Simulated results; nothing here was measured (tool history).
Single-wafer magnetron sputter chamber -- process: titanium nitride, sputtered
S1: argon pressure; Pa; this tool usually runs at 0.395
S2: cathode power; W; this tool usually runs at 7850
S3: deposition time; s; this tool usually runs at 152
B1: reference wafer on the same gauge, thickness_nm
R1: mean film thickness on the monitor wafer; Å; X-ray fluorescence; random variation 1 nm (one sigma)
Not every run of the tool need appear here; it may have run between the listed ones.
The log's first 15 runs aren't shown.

run    hour     S1    S2   S3       B1       R1
 16  1175.7  0.395  7850  144  245.385  2044.05
 17  1232.0  0.395  7850  152  246.305  2155.09
 18  1275.1  0.244  6200  152  245.833  2045.96
 19  1332.2  0.296  7850  152  245.880  2264.11
 20  1416.9  0.256  7850  152  245.791  2304.85
     1433.7  -- sputter target and shields replaced
 21  1471.6  0.492  9700  127  246.164  1959.52
     1514.0  -- capacitance manometer re-zeroed and calibrated, repeated, since the last time left the tool worse
 22  1564.7  0.395  9100  141  245.870  2255.20
 23  1881.1  0.395  6900  142  246.251  1926.86
     1960.2  -- gauge calibrated
 24  1987.9  0.510  6200  152  246.178  1848.62
 25  2056.0  0.395  8900  135  246.349  2130.90
 26  2103.5  0.276  9150  152  246.077  2571.42
     2132.4  -- sputter target and shields replaced
 27  2400.7  0.541  9150  179  246.074  2706.87
 28  2484.0  0.395  9300  152  245.994  2475.54
 29  2561.1  0.294  8850  170  245.784  2808.42
 30  2599.5  0.528  6600  144  245.513  1790.32
 31  2693.8  0.463  6150  182  245.761  2246.29
 32  2756.0  0.290  7850  177  245.930  2703.46
 33  2855.7  0.395  5950  152  245.975  1882.31

Each row is a separate what-if for the run after 33, all from the same tool condition, not one after another. Results?
  A  2856.1  0.395  7850  180   ?   ?
  B  2856.1  0.483  8600  127   ?   ?
  C  2856.1  0.395  8950  132   ?   ?
  D  2856.1  0.395  9800  152   ?   ?
  E  2856.1  0.395  6850  152   ?   ?

run       B1       R1
  A  245.769  2610.08
  B  245.769  1876.81
  C  245.769  2074.88
  D  245.769  2532.37
  E  245.769  2035.71
Without the tool's unlogged condition, the same runs would have read:
run       R1
  A  2619.45
  B  1885.12
  C  2082.33
  D  2541.46
  E  2043.02
